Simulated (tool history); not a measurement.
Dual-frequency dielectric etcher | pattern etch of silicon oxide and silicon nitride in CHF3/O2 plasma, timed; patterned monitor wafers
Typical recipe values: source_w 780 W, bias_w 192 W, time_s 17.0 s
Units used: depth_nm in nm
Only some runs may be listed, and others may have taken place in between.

run    hour  source_w  bias_w  time_s  wafers since the last listed run  hours since the last wet clean  hours since the last source power generator calibration  hours since the last bias power generator calibration  hours since the last upper electrode change  hours since the gauge calibration  read-back reference wafer on the same gauge, depth_nm  depth_nm
  1     0.0       780     192    15.5                                 0                           525.3                                                   1379.2                                                 3623.2                                       1890.7                             1118.8                                                  30.51     26.32
       76.0  -- bias power generator calibrated
  2    81.7       780     192    17.0                              1403                           607.0                                                   1460.9                                                    5.7                                       1972.4                             1200.5                                                  30.50     28.88
  3   165.8       780     192    17.0                              1519                           691.1                                                   1545.0                                                   89.8                                       2056.5                             1284.6                                                  30.52     28.78
      195.5  -- wet clean of the chamber
  4   218.5       780     192    17.0                               518                            23.0                                                   1597.7                                                  142.5                                       2109.2                             1337.3                                                  30.47     28.07
  5   290.6       780     192    17.0                              1302                            95.1                                                   1669.8                                                  214.6                                       2181.3                             1409.4                                                  30.49     28.08
      295.4  -- source power generator calibrated
      362.4  -- upper electrode replaced
  6   362.9       780     192    17.0                               800                           167.4                                                     67.5                                                  286.9                                          0.5                             1481.7                                                  30.49     28.04
  7   435.9       780     192    17.0                              1318                           240.4                                                    140.5                                                  359.9                                         73.5                             1554.7                                                  30.49     28.07
  8   472.9       650     192    19.5                               668                           277.4                                                    177.5                                                  396.9                                        110.5                             1591.7                                                  30.51     30.30
  9   577.3       780     192    17.0                              1886                           381.8                                                    281.9                                                  501.3                                        214.9                             1696.1                                                  30.50     27.85
 10   631.8       690     157    14.0                               984                           436.3                                                    336.4                                                  555.8                                        269.4                             1750.6                                                  30.52     20.99
      674.2  -- wet clean of the chamber, repeated, since the last time left the tool worse
 11   737.1       780     192    17.0                              1468                            62.9                                                    441.7                                                  661.1                                        374.7                             1855.9                                                  30.50     29.42
 12   784.9       780     192    17.0                               863                           110.7                                                    489.5                                                  708.9                                        422.5                             1903.7                                                  30.52     29.36
 13   849.3       780     192    17.0                              1163                           175.1                                                    553.9                                                  773.3                                        486.9                             1968.1                                                  30.51     29.27
 14   916.7       780     223    17.0                              1217                           242.5                                                    621.3                                                  840.7                                        554.3                             2035.5                                                  30.50     30.30
 15   969.5       890     173    15.0                               954                           295.3                                                    674.1                                                  893.5                                        607.1                             2088.3                                                  30.50     26.03
 16  1075.7       970     152    14.5                              1918                           401.5                                                    780.3                                                  999.7                                        713.3                             2194.5                                                  30.54     25.05
 17  1268.4       840     192    14.5                              3481                           594.2                                                    973.0                                                 1192.4                                        906.0                             2387.2                                                  30.48     25.08
 18  1345.6       780     192    17.0                              1394                           671.4                                                   1050.2                                                 1269.6                                        983.2                             2464.4                                                  30.52     28.58
     1371.5  -- wet clean of the chamber
 19  1396.6       780     192    17.0                               487                            25.1                                                   1101.2                                                 1320.6                                       1034.2                             2515.4                                                  30.49     29.58
 20  1453.4       780     192    17.0                              1026                            81.9                                                   1158.0                                                 1377.4                                       1091.0                             2572.2                                                  30.50     29.52
 21  1548.8       780     192    13.5                              1723                           177.3                                                   1253.4                                                 1472.8                                       1186.4                             2667.6                                                  30.54     23.46
     1559.7  -- gauge calibrated
 22  1649.7       680     166    12.5                              1823                           278.2                                                   1354.3                                                 1573.7                                       1287.3                               90.0                                                  30.48     19.98
 23  1756.1       780     211    17.0                              1922                           384.6                                                   1460.7                                                 1680.1                                       1393.7                              196.4                                                  30.52     29.86
 24  1844.5       780     231    15.5                              1597                           473.0                                                   1549.1                                                 1768.5                                       1482.1                              284.8                                                  30.51     27.79
 25  1914.3       840     192    19.5                              1261                           542.8                                                   1618.9                                                 1838.3                                       1551.9                              354.6                                                  30.52     34.13
 26  1964.3       710     192    17.0                               903                           592.8                                                   1668.9                                                 1888.3                                       1601.9                              404.6                                                  30.49     28.15
     2022.6  -- wet clean of the chamber
     2068.3  -- source power generator calibrated
 27  2112.3       700     192    14.0                              2168                            89.7                                                     44.0                                                 2036.3                                       1749.9                              552.6                                                  30.51     23.51
 28  2165.2       780     192    17.0                               955                           142.6                                                     96.9                                                 2089.2                                       1802.8                              605.5                                                  30.50     29.42
 29  2214.7       670     192    19.5                               894                           192.1                                                    146.4                                                 2138.7                                       1852.3                              655.0                                                  30.53     32.19

Each row is a separate what-if for the run after 29, all from the same tool condition, not one after another. Results?
  A  2215.1       850     192    17.0                                 7                           192.5                                                    146.8                                                 2139.1                                       1852.7                              655.4                                                      ?         ?
  B  2215.1       780     208    17.0                                 7                           192.5                                                    146.8                                                 2139.1                                       1852.7                              655.4                                                      ?         ?
  C  2215.1       660     177    17.0                                 7                           192.5                                                    146.8                                                 2139.1                                       1852.7                              655.4                                                      ?         ?
  D  2215.1       780     192    13.0                                 7                           192.5                                                    146.8                                                 2139.1                                       1852.7                              655.4                                                      ?         ?

run  read-back reference wafer on the same gauge, depth_nm  depth_nm
  A                                                  30.50     30.17
  B                                                  30.50     30.01
  C                                                  30.50     27.42
  D                                                  30.50     22.48
The same runs, with their run-to-run variation unchanged, on a tool lacking any hidden condition would have given:
run  depth_nm
  A     30.32
  B     30.16
  C     27.55
  D     22.59
